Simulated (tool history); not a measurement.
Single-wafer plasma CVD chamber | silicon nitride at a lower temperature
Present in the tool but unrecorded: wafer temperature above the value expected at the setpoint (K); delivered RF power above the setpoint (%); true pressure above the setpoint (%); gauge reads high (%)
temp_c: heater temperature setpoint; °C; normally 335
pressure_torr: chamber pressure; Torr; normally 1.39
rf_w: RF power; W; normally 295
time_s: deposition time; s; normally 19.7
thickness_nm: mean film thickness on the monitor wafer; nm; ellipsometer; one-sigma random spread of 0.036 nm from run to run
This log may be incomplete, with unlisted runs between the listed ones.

| run | day | temp_c | pressure_torr | rf_w | time_s | wafers since the last listed run | hours since the last thermocouple change | hours since the last RF generator calibration | hours since the last manometer calibration | hours since the showerhead was replaced | hours since the gauge calibration | read-back reference wafer on the same gauge, thickness_nm | thickness_nm |
|---|---|---|---|---|---|---|---|---|---|---|---|---|---|
| 1 | 0.000 | 335 | 1.39 | 295 | 19.7 | 0 | 1279.9 | 1342.8 | 988.5 | 4735.0 | 250.6 | 24.705 | 23.948 |
| 2 | 0.442 | 335 | 1.39 | 295 | 19.7 | 230 | 1290.5 | 1353.4 | 999.1 | 4745.6 | 261.2 | 24.696 | 23.864 |
| 3 | 0.796 | 335 | 1.39 | 295 | 19.7 | 184 | 1299.0 | 1361.9 | 1007.6 | 4754.1 | 269.7 | 24.703 | 24.034 |
| 4 | 1.292 | 335 | 1.39 | 295 | 22.5 | 258 | 1310.9 | 1373.8 | 1019.5 | 4766.0 | 281.6 | 24.681 | 27.384 |
| 5 | 1.829 | 335 | 1.39 | 295 | 22.5 | 280 | 1323.8 | 1386.7 | 1032.4 | 4778.9 | 294.5 | 24.693 | 27.348 |
| 6 | 2.258 | 335 | 1.39 | 295 | 22.5 | 223 | 1334.1 | 1397.0 | 1042.7 | 4789.2 | 304.8 | 24.699 | 27.353 |
| 7 | 2.662 | 335 | 1.39 | 295 | 19.7 | 210 | 1343.8 | 1406.7 | 1052.4 | 4798.9 | 314.5 | 24.700 | 24.004 |
| 8 | 3.208 | 335 | 1.39 | 295 | 19.7 | 284 | 1356.9 | 1419.8 | 1065.5 | 4812.0 | 327.6 | 24.698 | 23.979 |
| 9 | 3.825 | 335 | 1.39 | 295 | 19.7 | 321 | 1371.7 | 1434.6 | 1080.3 | 4826.8 | 342.4 | 24.692 | 23.910 |
|  | 4.171 | showerhead replaced |
| 10 | 4.354 | 335 | 1.39 | 295 | 19.7 | 102 | 1384.4 | 1447.3 | 1093.0 | 4.4 | 355.1 | 24.693 | 23.952 |
|  | 5.650 | gauge calibrated |
| 11 | 6.117 | 335 | 1.39 | 295 | 19.7 | 918 | 1426.7 | 1489.6 | 1135.3 | 46.7 | 11.2 | 24.690 | 23.923 |
| 12 | 6.533 | 335 | 1.39 | 295 | 19.7 | 217 | 1436.7 | 1499.6 | 1145.3 | 56.7 | 21.2 | 24.711 | 23.972 |
| 13 | 6.888 | 343 | 1.09 | 340 | 17.7 | 184 | 1445.2 | 1508.1 | 1153.8 | 65.2 | 29.7 | 24.701 | 21.231 |
|  | 7.954 | capacitance manometer re-zeroed and calibrated |
| 14 | 7.975 | 324 | 1.39 | 295 | 19.7 | 392 | 1471.3 | 1534.2 | 0.5 | 91.3 | 55.8 | 24.703 | 24.404 |
| 15 | 8.196 | 329 | 1.69 | 295 | 19.7 | 115 | 1476.6 | 1539.5 | 5.8 | 96.6 | 61.1 | 24.697 | 25.464 |
| 16 | 8.696 | 335 | 1.26 | 295 | 19.7 | 260 | 1488.6 | 1551.5 | 17.8 | 108.6 | 73.1 | 24.701 | 23.710 |
| 17 | 9.225 | 335 | 1.39 | 295 | 22.5 | 275 | 1501.3 | 1564.2 | 30.5 | 121.3 | 85.8 | 24.696 | 27.778 |
|  | 10.075 | thermocouple changed; heater temperature recalibrated |
| 18 | 10.096 | 335 | 1.56 | 335 | 17.0 | 280 | 0.5 | 1585.1 | 51.4 | 142.2 | 106.7 | 24.714 | 22.513 |
|  | 10.621 | capacitance manometer re-zeroed and calibrated, repeated, since the last time left the tool worse |
|  | 10.821 | RF generator calibrated |
| 19 | 10.842 | 335 | 1.67 | 335 | 19.7 | 109 | 18.4 | 0.5 | 5.3 | 160.1 | 124.6 | 24.689 | 25.947 |
| 20 | 11.104 | 335 | 1.39 | 245 | 19.7 | 136 | 24.7 | 6.8 | 11.6 | 166.4 | 130.9 | 24.702 | 22.246 |
| 21 | 11.804 | 335 | 1.39 | 295 | 23.3 | 364 | 41.5 | 23.6 | 28.4 | 183.2 | 147.7 | 24.691 | 27.973 |
| 22 | 12.512 | 329 | 1.18 | 255 | 18.6 | 369 | 58.5 | 40.6 | 45.4 | 200.2 | 164.7 | 24.703 | 20.492 |
| 23 | 12.917 | 349 | 1.39 | 295 | 19.7 | 210 | 68.2 | 50.3 | 55.1 | 209.9 | 174.4 | 24.698 | 23.580 |
| 24 | 13.246 | 335 | 1.39 | 295 | 19.7 | 171 | 76.1 | 58.2 | 63.0 | 217.8 | 182.3 | 24.722 | 23.716 |
| 25 | 13.833 | 335 | 1.39 | 295 | 19.7 | 306 | 90.2 | 72.3 | 77.1 | 231.9 | 196.4 | 24.706 | 23.657 |

Hidden state or all else? Some run-to-run changes of thickness_nm, split into what the settings, what came in and random variation would give without the hidden state, and what is left for the hidden state (with any gauge scatter that isn't in both results):
Run 13 -> 14: temp_c 343 -> 324, pressure_torr 1.09 -> 1.39, rf_w 340 -> 295, time_s 17.7 -> 19.7, capacitance manometer re-zeroed and calibrated. thickness_nm +3.173 nm: hidden state +0.312, all else +2.861.
Run 18 -> 19: pressure_torr 1.56 -> 1.67, time_s 17.0 -> 19.7, capacitance manometer re-zeroed and calibrated, repeated, since the last time left the tool worse, RF generator calibrated. thickness_nm +3.434 nm: hidden state -0.569, all else +4.003.
Run 20 -> 21: rf_w 245 -> 295, time_s 19.7 -> 23.3. thickness_nm +5.727 nm: hidden state +0.002, all else +5.725.
Run 21 -> 22: temp_c 335 -> 329, pressure_torr 1.39 -> 1.18, rf_w 295 -> 255, time_s 23.3 -> 18.6. thickness_nm -7.481 nm: hidden state +0.005, all else -7.486.
